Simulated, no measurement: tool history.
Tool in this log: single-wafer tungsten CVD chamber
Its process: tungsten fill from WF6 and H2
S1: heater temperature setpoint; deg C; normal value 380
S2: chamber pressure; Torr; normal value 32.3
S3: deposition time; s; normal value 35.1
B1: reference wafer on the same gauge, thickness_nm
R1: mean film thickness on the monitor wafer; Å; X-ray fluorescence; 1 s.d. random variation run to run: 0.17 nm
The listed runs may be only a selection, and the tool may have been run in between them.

run   hour   S1    S2    S3      B1       R1
  1      0  380  32.3  35.1  68.119   700.47
  2     38  380  32.3  35.1  68.322   699.26
  3  102.7  380  32.3  35.1  68.168   698.61
  4  141.9  369  32.3  31.8  68.129   519.51
  5  204.5  369  32.3  31.8  68.203   521.28
  6  251.7  380  32.3  35.1  68.244   705.25
     282.9  -- gauge calibrated
  7  306.1  380  32.3  30.8  68.127   619.36
  8  339.6  380  32.3  35.1  68.266   704.41
     353.1  -- showerhead replaced
  9  396.5  380  37.8  35.1  68.207   784.34
 10  421.1  369  34.8    33  68.153   570.65
 11  470.7  390  25.3  38.5   68.18   789.01
     493.2  -- capacitance manometer re-zeroed and calibrated
 12  507.8  380  32.3  35.1  68.207   712.57
 13  532.3  380  32.3  33.1  68.156   674.06
 14  579.7  380  32.3    32  68.174   654.24
 15  609.2  390  36.5  40.4  68.237  1064.23
     620.9  -- thermocouple changed; heater temperature recalibrated
 16  659.2  380  32.3  35.1   68.23   690.87
 17    691  369  29.5  30.9  68.138   469.42
 18  849.4  380  28.6  37.8  68.218   689.93
 19  895.9  389    30  31.1  68.164   688.07

Results for each run, recomputed without the tool's hidden state and with each run's random variation untouched:
What the log doesn't record here: wafer temperature above the value expected at the setpoint (K); true pressure above the setpoint (%); gauge reads high (%).
run       R1
  1   695.67
  2   693.78
  3   691.85
  4    513.6
  5   514.18
  6   694.81
  7   608.85
  8   691.46
  9   767.92
 10    557.5
 11   770.22
 12   693.76
 13    655.4
 14   634.44
 15  1031.36
 16   692.72
 17   470.66
 18   690.76
 19   688.42
